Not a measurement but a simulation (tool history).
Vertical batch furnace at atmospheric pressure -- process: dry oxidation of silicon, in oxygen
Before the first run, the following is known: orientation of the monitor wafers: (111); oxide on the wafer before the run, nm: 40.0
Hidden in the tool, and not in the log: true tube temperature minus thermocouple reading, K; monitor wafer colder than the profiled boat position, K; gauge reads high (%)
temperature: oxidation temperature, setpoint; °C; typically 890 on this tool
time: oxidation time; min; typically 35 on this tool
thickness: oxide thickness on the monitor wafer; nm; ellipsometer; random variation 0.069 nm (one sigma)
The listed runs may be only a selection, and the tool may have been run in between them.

| run | hour | temperature | time | wafers since the last listed run | hours since the last temperature calibration | hours since the boat lift was adjusted | hours since the gauge calibration | read-back reference wafer on the same gauge, thickness | thickness |
|---|---|---|---|---|---|---|---|---|---|
| 1 | 0 | 890 | 35 | 0 | 3411 | 1543.9 | 1306.1 | 48.59 | 45.39 |
| 2 | 259.9 | 890 | 35 | 5491 | 3670.9 | 1803.8 | 1566 | 48.59 | 45.43 |
| 3 | 356.8 | 890 | 35 | 2047 | 3767.8 | 1900.7 | 1662.9 | 48.62 | 45.38 |
| 4 | 424.2 | 890 | 35 | 1423 | 3835.2 | 1968.1 | 1730.3 | 48.58 | 45.25 |
| 5 | 513 | 890 | 35 | 1876 | 3924 | 2056.9 | 1819.1 | 48.56 | 45.24 |
|  | 588 | gauge calibrated |
| 6 | 612.4 | 890 | 35 | 2100 | 4023.4 | 2156.3 | 24.4 | 48.58 | 45.35 |
| 7 | 699.8 | 890 | 35 | 1846 | 4110.8 | 2243.7 | 111.8 | 48.59 | 45.35 |
| 8 | 773.3 | 890 | 35 | 1552 | 4184.3 | 2317.2 | 185.3 | 48.6 | 45.43 |
| 9 | 864 | 890 | 35 | 1916 | 4275 | 2407.9 | 276 | 48.63 | 45.34 |
|  | 899.5 | boat lift adjusted |
| 10 | 964 | 870 | 49.5 | 1605 | 4375 | 64.5 | 376 | 48.63 | 46.03 |
| 11 | 1044.7 | 879 | 35 | 1704 | 4455.7 | 145.2 | 456.7 | 48.59 | 44.52 |
| 12 | 1119.7 | 890 | 35 | 1584 | 4530.7 | 220.2 | 531.7 | 48.6 | 45.72 |
| 13 | 1176.5 | 874 | 24.5 | 1200 | 4587.5 | 277 | 588.5 | 48.59 | 42.18 |
| 14 | 1212.8 | 890 | 21 | 766 | 4623.8 | 313.3 | 624.8 | 48.59 | 42.65 |
| 15 | 1297.7 | 890 | 40 | 1793 | 4708.7 | 398.2 | 709.7 | 48.61 | 46.66 |
|  | 1442.7 | thermocouples replaced and temperature profile calibrated |
| 16 | 1477 | 890 | 35 | 3281 | 34.3 | 577.5 | 889 | 48.59 | 45.67 |
| 17 | 1565.3 | 907 | 49.5 | 1865 | 122.6 | 665.8 | 977.3 | 48.61 | 51.45 |
| 18 | 1823.8 | 890 | 35 | 5461 | 381.1 | 924.3 | 1235.8 | 48.6 | 45.52 |

Predict each of these 5 candidate next runs independently; none follows another, all start after run 18:
| A | 1828 | 890 | 19 | 88 | 385.3 | 928.5 | 1240 | ? | ? |
| B | 1828 | 912 | 28 | 88 | 385.3 | 928.5 | 1240 | ? | ? |
| C | 1828 | 871 | 39.5 | 88 | 385.3 | 928.5 | 1240 | ? | ? |
| D | 1828 | 877 | 44 | 88 | 385.3 | 928.5 | 1240 | ? | ? |
| E | 1828 | 890 | 48.5 | 88 | 385.3 | 928.5 | 1240 | ? | ? |

| run | read-back reference wafer on the same gauge, thickness | thickness |
|---|---|---|
| A | 48.6 | 42.18 |
| B | 48.6 | 46.33 |
| C | 48.6 | 44.45 |
| D | 48.6 | 45.82 |
| E | 48.6 | 48.35 |
Take away the tool's hidden state, keep each run's random variation, and the runs would have read:
| run | thickness |
|---|---|
| A | 42.27 |
| B | 46.5 |
| C | 44.59 |
| D | 45.99 |
| E | 48.57 |

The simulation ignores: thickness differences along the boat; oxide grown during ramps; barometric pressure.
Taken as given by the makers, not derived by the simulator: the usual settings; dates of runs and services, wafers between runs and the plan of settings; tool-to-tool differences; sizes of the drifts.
